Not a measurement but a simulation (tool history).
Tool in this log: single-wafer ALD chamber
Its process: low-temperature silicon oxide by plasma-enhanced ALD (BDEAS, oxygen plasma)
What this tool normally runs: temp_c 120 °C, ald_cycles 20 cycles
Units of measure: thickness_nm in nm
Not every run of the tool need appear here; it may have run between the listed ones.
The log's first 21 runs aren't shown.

| run | hour | temp_c | ald_cycles | wafers since the last listed run | hours since the last thermocouple change | hours since the gauge calibration | read-back reference wafer on the same gauge, thickness_nm | thickness_nm |
|---|---|---|---|---|---|---|---|---|
| 22 | 1096.8 | 120 | 20 | 613 | 1360.9 | 1015 | 3.144 | 2.957 |
| 23 | 1130.9 | 134 | 21 | 439 | 1395 | 1049.1 | 3.144 | 3.029 |
|  | 1298.3 | gauge calibrated |
|  | 1311.4 | thermocouple changed; heater temperature recalibrated |
| 24 | 1320.1 | 107 | 22 | 2335 | 8.7 | 21.8 | 3.197 | 3.363 |
| 25 | 1381.1 | 120 | 20 | 786 | 69.7 | 82.8 | 3.202 | 2.987 |
| 26 | 1448.6 | 106 | 23 | 869 | 137.2 | 150.3 | 3.194 | 3.508 |
| 27 | 1514.5 | 120 | 24 | 849 | 203.1 | 216.2 | 3.197 | 3.569 |
| 28 | 1577.9 | 112 | 20 | 817 | 266.5 | 279.6 | 3.196 | 3.016 |
| 29 | 1619.3 | 109 | 22 | 533 | 307.9 | 321 | 3.191 | 3.373 |
| 30 | 1652.9 | 107 | 18 | 433 | 341.5 | 354.6 | 3.19 | 2.737 |
| 31 | 1691.5 | 125 | 18 | 497 | 380.1 | 393.2 | 3.19 | 2.644 |

Below are 5 alternative next runs, each starting from the tool's condition after run 31. Predict each:
| A | 1691.9 | 120 | 23 | 5 | 380.5 | 393.6 | ? | ? |
| B | 1691.9 | 125 | 17 | 5 | 380.5 | 393.6 | ? | ? |
| C | 1691.9 | 106 | 17 | 5 | 380.5 | 393.6 | ? | ? |
| D | 1691.9 | 126 | 19 | 5 | 380.5 | 393.6 | ? | ? |
| E | 1691.9 | 134 | 22 | 5 | 380.5 | 393.6 | ? | ? |

| run | read-back reference wafer on the same gauge, thickness_nm | thickness_nm |
|---|---|---|
| A | 3.187 | 3.425 |
| B | 3.187 | 2.511 |
| C | 3.187 | 2.59 |
| D | 3.187 | 2.801 |
| E | 3.187 | 3.201 |
The same runs, with their run-to-run variation unchanged, on a tool lacking any hidden condition would have given:
| run | thickness_nm |
|---|---|
| A | 3.447 |
| B | 2.527 |
| C | 2.606 |
| D | 2.819 |
| E | 3.221 |
